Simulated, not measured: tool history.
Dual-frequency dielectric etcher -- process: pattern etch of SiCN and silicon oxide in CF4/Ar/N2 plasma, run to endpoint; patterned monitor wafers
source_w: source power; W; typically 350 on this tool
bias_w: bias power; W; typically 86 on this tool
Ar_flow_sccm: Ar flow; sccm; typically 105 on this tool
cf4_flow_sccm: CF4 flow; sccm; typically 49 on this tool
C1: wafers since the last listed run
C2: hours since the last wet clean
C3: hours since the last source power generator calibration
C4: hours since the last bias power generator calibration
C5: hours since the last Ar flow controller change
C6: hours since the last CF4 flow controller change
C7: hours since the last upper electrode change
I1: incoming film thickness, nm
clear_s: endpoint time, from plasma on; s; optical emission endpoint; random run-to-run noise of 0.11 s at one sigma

run 1 hour=0 | source_w=350 bias_w=86 Ar_flow_sccm=105 cf4_flow_sccm=49 | C1=0 C2=50.9 C3=3774.8 C4=2018.7 C5=5291.3 C6=5479.2 C7=2777.4 | I1=9.13 | clear_s=13.2
run 2 hour=57.3 | source_w=350 bias_w=86 Ar_flow_sccm=105 cf4_flow_sccm=49 | C1=1048 C2=108.2 C3=3832.1 C4=2076 C5=5348.6 C6=5536.5 C7=2834.7 | I1=9.09 | clear_s=13.3
run 3 hour=92.1 | source_w=350 bias_w=86 Ar_flow_sccm=105 cf4_flow_sccm=49 | C1=636 C2=143 C3=3866.9 C4=2110.8 C5=5383.4 C6=5571.3 C7=2869.5 | I1=9.14 | clear_s=13.5
run 4 hour=120.7 | source_w=350 bias_w=86 Ar_flow_sccm=105 cf4_flow_sccm=49 | C1=523 C2=171.6 C3=3895.5 C4=2139.4 C5=5412 C6=5599.9 C7=2898.1 | I1=9.13 | clear_s=13.5
run 5 hour=159.1 | source_w=320 bias_w=86 Ar_flow_sccm=105 cf4_flow_sccm=49 | C1=702 C2=210 C3=3933.9 C4=2177.8 C5=5450.4 C6=5638.3 C7=2936.5 | I1=9.1 | clear_s=14.2
run 6 hour=221.5 | source_w=320 bias_w=86 Ar_flow_sccm=105 cf4_flow_sccm=49 | C1=1141 C2=272.4 C3=3996.3 C4=2240.2 C5=5512.8 C6=5700.7 C7=2998.9 | I1=9.11 | clear_s=14.3
run 7 hour=269.4 | source_w=350 bias_w=86 Ar_flow_sccm=116 cf4_flow_sccm=49 | C1=876 C2=320.3 C3=4044.2 C4=2288.1 C5=5560.7 C6=5748.6 C7=3046.8 | I1=9.15 | clear_s=13.9
run 8 hour=295.6 | source_w=350 bias_w=86 Ar_flow_sccm=116 cf4_flow_sccm=49 | C1=479 C2=346.5 C3=4070.4 C4=2314.3 C5=5586.9 C6=5774.8 C7=3073 | I1=9.12 | clear_s=13.9
run 9 hour=351.7 | source_w=350 bias_w=86 Ar_flow_sccm=116 cf4_flow_sccm=49 | C1=1026 C2=402.6 C3=4126.5 C4=2370.4 C5=5643 C6=5830.9 C7=3129.1 | I1=9.13 | clear_s=13.9
run 10 hour=387.3 | source_w=350 bias_w=86 Ar_flow_sccm=105 cf4_flow_sccm=49 | C1=651 C2=438.2 C3=4162.1 C4=2406 C5=5678.6 C6=5866.5 C7=3164.7 | I1=9.11 | clear_s=13.7
run 11 hour=456.5 | source_w=350 bias_w=86 Ar_flow_sccm=105 cf4_flow_sccm=49 | C1=1266 C2=507.4 C3=4231.3 C4=2475.2 C5=5747.8 C6=5935.7 C7=3233.9 | I1=9.17 | clear_s=14
run 12 hour=510.8 | source_w=310 bias_w=105 Ar_flow_sccm=81 cf4_flow_sccm=49 | C1=993 C2=561.7 C3=4285.6 C4=2529.5 C5=5802.1 C6=5990 C7=3288.2 | I1=9.14 | clear_s=13.5
-- hour=547.2 wet clean of the chamber
-- hour=551.5 upper electrode replaced
-- hour=585.8 Ar flow controller replaced
-- hour=587.8 source power generator calibrated
run 13 hour=588.3 | source_w=310 bias_w=64 Ar_flow_sccm=85 cf4_flow_sccm=49 | C1=753 C2=41.1 C3=0.5 C4=2607 C5=2.5 C6=6067.5 C7=36.8 | I1=9.07 | clear_s=14.8
run 14 hour=621.6 | source_w=350 bias_w=86 Ar_flow_sccm=105 cf4_flow_sccm=49 | C1=609 C2=74.4 C3=33.8 C4=2640.3 C5=35.8 C6=6100.8 C7=70.1 | I1=9.07 | clear_s=13.2
run 15 hour=667.9 | source_w=290 bias_w=100 Ar_flow_sccm=82 cf4_flow_sccm=44 | C1=847 C2=120.7 C3=80.1 C4=2686.6 C5=82.1 C6=6147.1 C7=116.4 | I1=9.07 | clear_s=13.7
run 16 hour=726.4 | source_w=380 bias_w=105 Ar_flow_sccm=125 cf4_flow_sccm=49 | C1=1070 C2=179.2 C3=138.6 C4=2745.1 C5=140.6 C6=6205.6 C7=174.9 | I1=9.03 | clear_s=12.1
run 17 hour=797.3 | source_w=350 bias_w=80 Ar_flow_sccm=91 cf4_flow_sccm=60 | C1=1297 C2=250.1 C3=209.5 C4=2816 C5=211.5 C6=6276.5 C7=245.8 | I1=9.14 | clear_s=13.2
-- hour=803.8 CF4 flow controller replaced
run 18 hour=821.9 | source_w=270 bias_w=86 Ar_flow_sccm=98 cf4_flow_sccm=43 | C1=340 C2=274.7 C3=234.1 C4=2840.6 C5=236.1 C6=18.1 C7=270.4 | I1=9.05 | clear_s=15.5
-- hour=878 bias power generator calibrated
run 19 hour=972.4 | source_w=380 bias_w=103 Ar_flow_sccm=119 cf4_flow_sccm=49 | C1=2680 C2=425.2 C3=384.6 C4=94.4 C5=386.6 C6=168.6 C7=420.9 | I1=9.18 | clear_s=12.6
run 20 hour=1011.2 | source_w=390 bias_w=67 Ar_flow_sccm=124 cf4_flow_sccm=45 | C1=709 C2=464 C3=423.4 C4=133.2 C5=425.4 C6=207.4 C7=459.7 | I1=9.09 | clear_s=14.5
run 21 hour=1101.6 | source_w=270 bias_w=94 Ar_flow_sccm=105 cf4_flow_sccm=49 | C1=1653 C2=554.4 C3=513.8 C4=223.6 C5=515.8 C6=297.8 C7=550.1 | I1=9.12 | clear_s=15.7
-- hour=1155.7 wet clean of the chamber
run 22 hour=1160.5 | source_w=350 bias_w=86 Ar_flow_sccm=105 cf4_flow_sccm=49 | C1=638 C2=4.8 C3=572.7 C4=282.5 C5=574.7 C6=356.7 C7=609 | I1=9.11 | clear_s=13
run 23 hour=1214.5 | source_w=310 bias_w=86 Ar_flow_sccm=105 cf4_flow_sccm=49 | C1=987 C2=58.8 C3=626.7 C4=336.5 C5=628.7 C6=410.7 C7=663 | I1=9.17 | clear_s=14.1

3 ways to go on from here, each from the tool as it stands after run 23. What would each give?
run A hour=1214.9 | source_w=430 bias_w=86 Ar_flow_sccm=105 cf4_flow_sccm=49 | C1=7 C2=59.2 C3=627.1 C4=336.9 C5=629.1 C6=411.1 C7=663.4 | I1=9.14 | clear_s=?
run B hour=1214.9 | source_w=390 bias_w=72 Ar_flow_sccm=96 cf4_flow_sccm=54 | C1=7 C2=59.2 C3=627.1 C4=336.9 C5=629.1 C6=411.1 C7=663.4 | I1=9.14 | clear_s=?
run C hour=1214.9 | source_w=420 bias_w=94 Ar_flow_sccm=105 cf4_flow_sccm=49 | C1=7 C2=59.2 C3=627.1 C4=336.9 C5=629.1 C6=411.1 C7=663.4 | I1=9.14 | clear_s=?

run=A clear_s=11.7
run=B clear_s=12.7
run=C clear_s=11.5
With no hidden state in the tool, these same runs would have given:
run=A clear_s=11.6
run=B clear_s=12.7
run=C clear_s=11.5
